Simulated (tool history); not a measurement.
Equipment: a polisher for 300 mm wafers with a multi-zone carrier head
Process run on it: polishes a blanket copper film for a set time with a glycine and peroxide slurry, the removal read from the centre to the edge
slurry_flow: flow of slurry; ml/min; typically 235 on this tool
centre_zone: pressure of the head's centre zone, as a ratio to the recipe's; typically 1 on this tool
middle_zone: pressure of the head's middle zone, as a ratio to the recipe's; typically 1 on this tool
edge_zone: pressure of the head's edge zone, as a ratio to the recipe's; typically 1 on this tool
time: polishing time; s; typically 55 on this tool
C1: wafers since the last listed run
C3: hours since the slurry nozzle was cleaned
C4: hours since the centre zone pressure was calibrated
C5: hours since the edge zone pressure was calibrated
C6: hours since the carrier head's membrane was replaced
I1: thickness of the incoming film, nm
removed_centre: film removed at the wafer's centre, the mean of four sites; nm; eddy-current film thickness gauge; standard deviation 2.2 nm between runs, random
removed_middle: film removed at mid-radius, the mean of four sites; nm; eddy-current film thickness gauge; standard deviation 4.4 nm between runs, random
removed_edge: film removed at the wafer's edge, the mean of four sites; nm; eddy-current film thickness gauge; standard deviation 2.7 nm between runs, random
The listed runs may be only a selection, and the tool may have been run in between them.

{"run": 1, "day": 0.0, "slurry_flow": 195, "centre_zone": 0.95, "middle_zone": 1, "edge_zone": 1, "time": 55, "C1": 0, "wafers polished on this pad": 833, "C3": 186.9, "C4": 98.4, "C5": 694, "C6": 1557, "I1": 1056.5, "removed_centre": 288.3, "removed_middle": 299.1, "removed_edge": 305.3}
{"run": 2, "day": 2.45, "slurry_flow": 215, "centre_zone": 0.91, "middle_zone": 1, "edge_zone": 1, "time": 55, "C1": 630, "wafers polished on this pad": 1463, "C3": 245.7, "C4": 157.2, "C5": 752.8, "C6": 1615.8, "I1": 1053.1, "removed_centre": 279.1, "removed_middle": 308, "removed_edge": 314.3}
{"run": 3, "day": 5.017, "slurry_flow": 165, "centre_zone": 1, "middle_zone": 1.1, "edge_zone": 0.95, "time": 73, "C1": 660, "wafers polished on this pad": 2124, "C3": 307.3, "C4": 218.8, "C5": 814.4, "C6": 1677.4, "I1": 1066.2, "removed_centre": 377.9, "removed_middle": 412.7, "removed_edge": 379.7}
{"run": 4, "day": 7.262, "slurry_flow": 165, "centre_zone": 1, "middle_zone": 1.1, "edge_zone": 0.95, "time": 73, "C1": 577, "wafers polished on this pad": 2702, "C3": 361.2, "C4": 272.7, "C5": 868.3, "C6": 1731.3, "I1": 1049.9, "removed_centre": 377.5, "removed_middle": 410, "removed_edge": 385.8}
{"run": 5, "day": 10.0, "slurry_flow": 235, "centre_zone": 1.07, "middle_zone": 1, "edge_zone": 1.09, "time": 67, "C1": 704, "wafers polished on this pad": 3406, "C3": 426.9, "C4": 338.4, "C5": 934, "C6": 1797, "I1": 1056.3, "removed_centre": 404.7, "removed_middle": 380.6, "removed_edge": 396}
{"run": 6, "day": 12.171, "slurry_flow": 235, "centre_zone": 1, "middle_zone": 1.04, "edge_zone": 1, "time": 55, "C1": 558, "wafers polished on this pad": 3965, "C3": 479, "C4": 390.5, "C5": 986.1, "C6": 1849.1, "I1": 1056, "removed_centre": 306, "removed_middle": 322.3, "removed_edge": 313}
{"day": 16.696, "done": "worn pad replaced by a new one, of another model than before"}
{"day": 16.867, "done": "carrier head's membrane replaced by a new one"}
{"run": 7, "day": 17.783, "slurry_flow": 235, "centre_zone": 1, "middle_zone": 1.08, "edge_zone": 1, "time": 46, "C1": 1357, "wafers polished on this pad": 236, "C3": 613.7, "C4": 525.2, "C5": 1120.8, "C6": 22, "I1": 1039.9, "removed_centre": 265.2, "removed_middle": 276, "removed_edge": 263.4}
{"day": 19.05, "done": "slurry nozzle cleaned"}
{"run": 8, "day": 20.625, "slurry_flow": 235, "centre_zone": 0.96, "middle_zone": 1.09, "edge_zone": 1, "time": 55, "C1": 720, "wafers polished on this pad": 956, "C3": 37.8, "C4": 593.4, "C5": 1189, "C6": 90.2, "I1": 1067, "removed_centre": 313.2, "removed_middle": 342.4, "removed_edge": 319.8}
{"run": 9, "day": 23.162, "slurry_flow": 235, "centre_zone": 1, "middle_zone": 1, "edge_zone": 1, "time": 37, "C1": 653, "wafers polished on this pad": 1609, "C3": 98.7, "C4": 654.3, "C5": 1249.9, "C6": 151.1, "I1": 1032.3, "removed_centre": 218.8, "removed_middle": 216.8, "removed_edge": 216.9}
{"run": 10, "day": 24.892, "slurry_flow": 235, "centre_zone": 1, "middle_zone": 1, "edge_zone": 1, "time": 55, "C1": 445, "wafers polished on this pad": 2054, "C3": 140.2, "C4": 695.8, "C5": 1291.4, "C6": 192.6, "I1": 1054.4, "removed_centre": 321.8, "removed_middle": 314.8, "removed_edge": 322.6}
{"run": 11, "day": 26.338, "slurry_flow": 195, "centre_zone": 0.95, "middle_zone": 1, "edge_zone": 1, "time": 55, "C1": 372, "wafers polished on this pad": 2426, "C3": 174.9, "C4": 730.5, "C5": 1326.1, "C6": 227.3, "I1": 1058.6, "removed_centre": 295.3, "removed_middle": 316.5, "removed_edge": 313.3}
{"day": 27.7, "done": "edge zone pressure recalibrated"}
{"run": 12, "day": 28.275, "slurry_flow": 235, "centre_zone": 1, "middle_zone": 1, "edge_zone": 1, "time": 55, "C1": 477, "wafers polished on this pad": 2903, "C3": 221.4, "C4": 777, "C5": 13.8, "C6": 273.8, "I1": 1035.6, "removed_centre": 317.1, "removed_middle": 318.2, "removed_edge": 311.2}
{"run": 13, "day": 32.8, "slurry_flow": 155, "centre_zone": 1, "middle_zone": 1, "edge_zone": 0.88, "time": 55, "C1": 1164, "wafers polished on this pad": 4068, "C3": 330, "C4": 885.6, "C5": 122.4, "C6": 382.4, "I1": 1054.3, "removed_centre": 295.5, "removed_middle": 293.4, "removed_edge": 289.2}
{"run": 14, "day": 34.246, "slurry_flow": 255, "centre_zone": 1, "middle_zone": 1, "edge_zone": 0.91, "time": 38, "C1": 372, "wafers polished on this pad": 4440, "C3": 364.7, "C4": 920.3, "C5": 157.1, "C6": 417.1, "I1": 1051.6, "removed_centre": 220.9, "removed_middle": 223.4, "removed_edge": 212.1}
{"run": 15, "day": 35.675, "slurry_flow": 280, "centre_zone": 1.08, "middle_zone": 0.93, "edge_zone": 1, "time": 72, "C1": 367, "wafers polished on this pad": 4808, "C3": 399, "C4": 954.6, "C5": 191.4, "C6": 451.4, "I1": 1053.1, "removed_centre": 457.8, "removed_middle": 398.4, "removed_edge": 416.3}
{"day": 36.504, "done": "worn pad replaced by a new one"}
{"run": 16, "day": 37.675, "slurry_flow": 235, "centre_zone": 1, "middle_zone": 0.93, "edge_zone": 0.93, "time": 49, "C1": 471, "wafers polished on this pad": 301, "C3": 447, "C4": 1002.6, "C5": 239.4, "C6": 499.4, "I1": 1043.8, "removed_centre": 283.1, "removed_middle": 265.9, "removed_edge": 272.9}
{"run": 17, "day": 38.721, "slurry_flow": 235, "centre_zone": 1, "middle_zone": 1, "edge_zone": 1, "time": 55, "C1": 269, "wafers polished on this pad": 570, "C3": 472.1, "C4": 1027.7, "C5": 264.5, "C6": 524.5, "I1": 1052.9, "removed_centre": 314.2, "removed_middle": 316.8, "removed_edge": 313.8}
{"run": 18, "day": 41.721, "slurry_flow": 235, "centre_zone": 1.12, "middle_zone": 0.95, "edge_zone": 1, "time": 55, "C1": 772, "wafers polished on this pad": 1342, "C3": 544.1, "C4": 1099.7, "C5": 336.5, "C6": 596.5, "I1": 1059.7, "removed_centre": 352.8, "removed_middle": 305.4, "removed_edge": 315.5}
{"run": 19, "day": 44.029, "slurry_flow": 210, "centre_zone": 1, "middle_zone": 0.89, "edge_zone": 1, "time": 55, "C1": 594, "wafers polished on this pad": 1936, "C3": 599.5, "C4": 1155.1, "C5": 391.9, "C6": 651.9, "I1": 1058.7, "removed_centre": 306.2, "removed_middle": 279.1, "removed_edge": 314.8}
{"day": 44.304, "done": "slurry nozzle cleaned"}
{"run": 20, "day": 45.833, "slurry_flow": 235, "centre_zone": 1, "middle_zone": 1.12, "edge_zone": 1, "time": 43, "C1": 453, "wafers polished on this pad": 2389, "C3": 36.7, "C4": 1198.4, "C5": 435.2, "C6": 695.2, "I1": 1051.6, "removed_centre": 253.8, "removed_middle": 277.7, "removed_edge": 255.1}
{"day": 47.475, "done": "centre zone pressure recalibrated"}
{"run": 21, "day": 47.496, "slurry_flow": 235, "centre_zone": 1, "middle_zone": 1, "edge_zone": 1.1, "time": 55, "C1": 406, "wafers polished on this pad": 2796, "C3": 76.6, "C4": 0.5, "C5": 475.1, "C6": 735.1, "I1": 1046.9, "removed_centre": 323.2, "removed_middle": 324.9, "removed_edge": 337.3}
{"run": 22, "day": 48.692, "slurry_flow": 235, "centre_zone": 1, "middle_zone": 1, "edge_zone": 1, "time": 55, "C1": 307, "wafers polished on this pad": 3104, "C3": 105.3, "C4": 29.2, "C5": 503.8, "C6": 763.8, "I1": 1043.7, "removed_centre": 319.2, "removed_middle": 316.6, "removed_edge": 321}
{"run": 23, "day": 49.767, "slurry_flow": 235, "centre_zone": 1.12, "middle_zone": 1, "edge_zone": 0.95, "time": 61, "C1": 276, "wafers polished on this pad": 3380, "C3": 131.1, "C4": 55, "C5": 529.6, "C6": 789.6, "I1": 1042.6, "removed_centre": 395.4, "removed_middle": 358.3, "removed_edge": 342.5}

Below are 3 alternative next runs, each starting from the tool's condition after run 23. Predict each:
{"run": "A", "day": 49.783, "slurry_flow": 235, "centre_zone": 1, "middle_zone": 1, "edge_zone": 1, "time": 55, "C1": 4, "wafers polished on this pad": 3385, "C3": 131.5, "C4": 55.4, "C5": 530, "C6": 790, "I1": 1034.7, "removed_centre": "?", "removed_middle": "?", "removed_edge": "?"}
{"run": "B", "day": 49.783, "slurry_flow": 235, "centre_zone": 1, "middle_zone": 1.06, "edge_zone": 1, "time": 55, "C1": 4, "wafers polished on this pad": 3385, "C3": 131.5, "C4": 55.4, "C5": 530, "C6": 790, "I1": 1034.7, "removed_centre": "?", "removed_middle": "?", "removed_edge": "?"}
{"run": "C", "day": 49.783, "slurry_flow": 285, "centre_zone": 1, "middle_zone": 1, "edge_zone": 1, "time": 41, "C1": 4, "wafers polished on this pad": 3385, "C3": 131.5, "C4": 55.4, "C5": 530, "C6": 790, "I1": 1034.7, "removed_centre": "?", "removed_middle": "?", "removed_edge": "?"}

run=A removed_centre=319.7 removed_middle=321.2 removed_edge=318.5
run=B removed_centre=319.9 removed_middle=337.5 removed_edge=318.3
run=C removed_centre=244 removed_middle=244.6 removed_edge=241.3
What these runs would have given with no unlogged condition in the tool:
run=A removed_centre=325.1 removed_middle=326.1 removed_edge=322.1
run=B removed_centre=325.3 removed_middle=342.6 removed_edge=321.9
run=C removed_centre=247.5 removed_middle=247.7 removed_edge=243.6

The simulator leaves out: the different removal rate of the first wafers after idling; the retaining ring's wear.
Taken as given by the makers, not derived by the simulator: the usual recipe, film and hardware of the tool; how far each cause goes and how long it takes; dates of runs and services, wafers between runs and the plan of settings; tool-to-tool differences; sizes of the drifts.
